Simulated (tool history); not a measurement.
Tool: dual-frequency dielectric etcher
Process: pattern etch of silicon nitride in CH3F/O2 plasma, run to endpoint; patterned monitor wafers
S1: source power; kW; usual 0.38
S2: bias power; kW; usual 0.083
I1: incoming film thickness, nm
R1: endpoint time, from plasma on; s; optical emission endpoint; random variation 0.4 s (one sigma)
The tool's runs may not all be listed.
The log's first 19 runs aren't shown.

{"run": 20, "day": 53.492, "S1": 0.38, "S2": 0.083, "I1": 100.4, "R1": 107.6}
{"run": 21, "day": 55.279, "S1": 0.28, "S2": 0.097, "I1": 100.3, "R1": 115.6}
{"run": 22, "day": 60.892, "S1": 0.29, "S2": 0.083, "I1": 100, "R1": 125.9}
{"run": 23, "day": 61.892, "S1": 0.41, "S2": 0.083, "I1": 100.3, "R1": 102.1}
{"run": 24, "day": 64.042, "S1": 0.42, "S2": 0.095, "I1": 101.3, "R1": 93}
{"day": 64.225, "done": "source power generator calibrated"}
{"run": 25, "day": 66.875, "S1": 0.38, "S2": 0.083, "I1": 101.4, "R1": 107.3}
{"day": 68.033, "done": "wet clean of the chamber"}
{"run": 26, "day": 69.112, "S1": 0.38, "S2": 0.083, "I1": 100.4, "R1": 106.4}
{"run": 27, "day": 77.433, "S1": 0.47, "S2": 0.099, "I1": 100.9, "R1": 84.3}
{"run": 28, "day": 80.379, "S1": 0.32, "S2": 0.071, "I1": 100.7, "R1": 133.3}
{"run": 29, "day": 82.154, "S1": 0.38, "S2": 0.066, "I1": 100.6, "R1": 128}
{"run": 30, "day": 83.938, "S1": 0.38, "S2": 0.083, "I1": 100.7, "R1": 106.6}
{"run": 31, "day": 86.058, "S1": 0.38, "S2": 0.071, "I1": 100.8, "R1": 120.2}
{"day": 88.738, "done": "wet clean of the chamber"}
{"run": 32, "day": 88.758, "S1": 0.45, "S2": 0.094, "I1": 99.4, "R1": 87.5}
{"run": 33, "day": 91.554, "S1": 0.38, "S2": 0.083, "I1": 100.2, "R1": 106.2}
{"run": 34, "day": 93.254, "S1": 0.48, "S2": 0.073, "I1": 99.3, "R1": 101.7}

Forecast each of these 5 alternatives for the next run:
{"run": "A", "day": 93.275, "S1": 0.3, "S2": 0.083, "I1": 100.5, "R1": "?"}
{"run": "B", "day": 93.275, "S1": 0.47, "S2": 0.102, "I1": 100.5, "R1": "?"}
{"run": "C", "day": 93.275, "S1": 0.38, "S2": 0.073, "I1": 100.5, "R1": "?"}
{"run": "D", "day": 93.275, "S1": 0.35, "S2": 0.099, "I1": 100.5, "R1": "?"}
{"run": "E", "day": 93.275, "S1": 0.42, "S2": 0.067, "I1": 100.5, "R1": "?"}

run=A R1=122.9
run=B R1=82.4
run=C R1=117.5
run=D R1=98.5
run=E R1=119.1
Without the tool's hidden state the same runs would have given:
run=A R1=125.5
run=B R1=84.2
run=C R1=119.8
run=D R1=100.7
run=E R1=121.3

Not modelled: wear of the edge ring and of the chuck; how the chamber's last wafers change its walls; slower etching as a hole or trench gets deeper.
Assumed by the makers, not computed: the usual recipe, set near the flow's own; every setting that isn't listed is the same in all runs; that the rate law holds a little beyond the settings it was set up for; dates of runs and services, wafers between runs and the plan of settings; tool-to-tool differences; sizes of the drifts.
